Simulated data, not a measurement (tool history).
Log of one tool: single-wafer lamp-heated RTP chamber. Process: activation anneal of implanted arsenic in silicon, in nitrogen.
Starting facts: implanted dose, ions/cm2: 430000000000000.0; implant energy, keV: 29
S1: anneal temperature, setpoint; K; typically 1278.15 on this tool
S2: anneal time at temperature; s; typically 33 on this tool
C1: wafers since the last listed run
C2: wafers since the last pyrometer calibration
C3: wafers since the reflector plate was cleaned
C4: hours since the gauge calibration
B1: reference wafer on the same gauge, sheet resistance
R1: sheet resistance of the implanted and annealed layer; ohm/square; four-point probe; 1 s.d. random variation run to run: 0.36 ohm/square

run 1 day=0.000 | S1=1278.15 S2=24 | C1=0 C2=7569 C3=7659 C4=208.5 | B1=270.05 | R1=242.16
-- day=0.458 pyrometer window cleaned and pyrometer calibrated
run 2 day=1.421 | S1=1278.15 S2=24 | C1=466 C2=413 C3=8125 C4=242.6 | B1=269.95 | R1=242.94
run 3 day=2.150 | S1=1278.15 S2=24 | C1=312 C2=725 C3=8438 C4=260.1 | B1=270.05 | R1=243.63
run 4 day=3.342 | S1=1278.15 S2=33 | C1=510 C2=1236 C3=8949 C4=288.7 | B1=269.94 | R1=242.11
run 5 day=4.296 | S1=1278.15 S2=33 | C1=409 C2=1645 C3=9358 C4=311.6 | B1=270.09 | R1=242.12
run 6 day=5.662 | S1=1278.15 S2=20 | C1=585 C2=2231 C3=9944 C4=344.4 | B1=269.92 | R1=244.52
run 7 day=6.458 | S1=1278.15 S2=20 | C1=341 C2=2573 C3=10285 C4=363.5 | B1=270.01 | R1=244.44
run 8 day=7.458 | S1=1278.15 S2=20 | C1=428 C2=3001 C3=10714 C4=387.5 | B1=269.99 | R1=244.22
run 9 day=8.467 | S1=1278.15 S2=33 | C1=432 C2=3434 C3=11146 C4=411.7 | B1=269.92 | R1=241.72
run 10 day=9.208 | S1=1294.15 S2=26 | C1=317 C2=3752 C3=11464 C4=429.5 | B1=269.94 | R1=241.31
-- day=10.296 gauge calibrated
run 11 day=10.438 | S1=1294.15 S2=26 | C1=527 C2=4279 C3=11991 C4=3.4 | B1=269.95 | R1=241.25
-- day=10.804 reflector plate cleaned
run 12 day=11.479 | S1=1294.15 S2=26 | C1=303 C2=4582 C3=289 C4=28.4 | B1=269.93 | R1=240.43
run 13 day=12.075 | S1=1307.15 S2=51 | C1=255 C2=4838 C3=544 C4=42.7 | B1=269.96 | R1=234.95
run 14 day=12.967 | S1=1278.15 S2=33 | C1=382 C2=5220 C3=927 C4=64.1 | B1=270.07 | R1=241.37
run 15 day=14.333 | S1=1286.15 S2=33 | C1=585 C2=5806 C3=1513 C4=96.9 | B1=270.05 | R1=240.25
run 16 day=14.912 | S1=1278.15 S2=33 | C1=248 C2=6054 C3=1761 C4=110.8 | B1=270.01 | R1=241.22
run 17 day=15.796 | S1=1292.15 S2=17 | C1=378 C2=6433 C3=2140 C4=132.0 | B1=269.99 | R1=241.86
run 18 day=16.579 | S1=1278.15 S2=22 | C1=335 C2=6769 C3=2475 C4=150.8 | B1=270.00 | R1=243.26
-- day=17.054 pyrometer window cleaned and pyrometer calibrated
run 19 day=17.379 | S1=1259.15 S2=46 | C1=200 C2=138 C3=2676 C4=170.0 | B1=270.01 | R1=242.71
run 20 day=18.521 | S1=1263.15 S2=43 | C1=489 C2=628 C3=3165 C4=197.4 | B1=269.99 | R1=242.29
run 21 day=19.300 | S1=1257.15 S2=40 | C1=334 C2=962 C3=3499 C4=216.1 | B1=270.00 | R1=243.20
run 22 day=20.675 | S1=1303.15 S2=42 | C1=589 C2=1551 C3=4089 C4=249.1 | B1=270.03 | R1=236.82
run 23 day=21.842 | S1=1252.15 S2=33 | C1=500 C2=2051 C3=4589 C4=277.1 | B1=270.02 | R1=244.70
run 24 day=22.704 | S1=1289.15 S2=21 | C1=369 C2=2421 C3=4959 C4=297.8 | B1=270.04 | R1=242.40

Consider 5 possible next runs. They are alternatives, not a sequence: every one starts from the tool as it was left by run 24. What does each give?
run A day=22.721 | S1=1278.15 S2=33 | C1=7 C2=2428 C3=4966 C4=298.2 | B1=? | R1=?
run B day=22.721 | S1=1278.15 S2=46 | C1=7 C2=2428 C3=4966 C4=298.2 | B1=? | R1=?
run C day=22.721 | S1=1251.15 S2=51 | C1=7 C2=2428 C3=4966 C4=298.2 | B1=? | R1=?
run D day=22.721 | S1=1278.15 S2=40 | C1=7 C2=2428 C3=4966 C4=298.2 | B1=? | R1=?
run E day=22.721 | S1=1296.15 S2=17 | C1=7 C2=2428 C3=4966 C4=298.2 | B1=? | R1=?

run=A B1=270.02 R1=241.73
run=B B1=270.02 R1=240.06
run=C B1=270.02 R1=242.76
run=D B1=270.02 R1=240.77
run=E B1=270.02 R1=242.84
With no hidden state in the tool, these same runs would have given:
run=A R1=242.22
run=B R1=240.57
run=C R1=243.29
run=D R1=241.27
run=E R1=243.35

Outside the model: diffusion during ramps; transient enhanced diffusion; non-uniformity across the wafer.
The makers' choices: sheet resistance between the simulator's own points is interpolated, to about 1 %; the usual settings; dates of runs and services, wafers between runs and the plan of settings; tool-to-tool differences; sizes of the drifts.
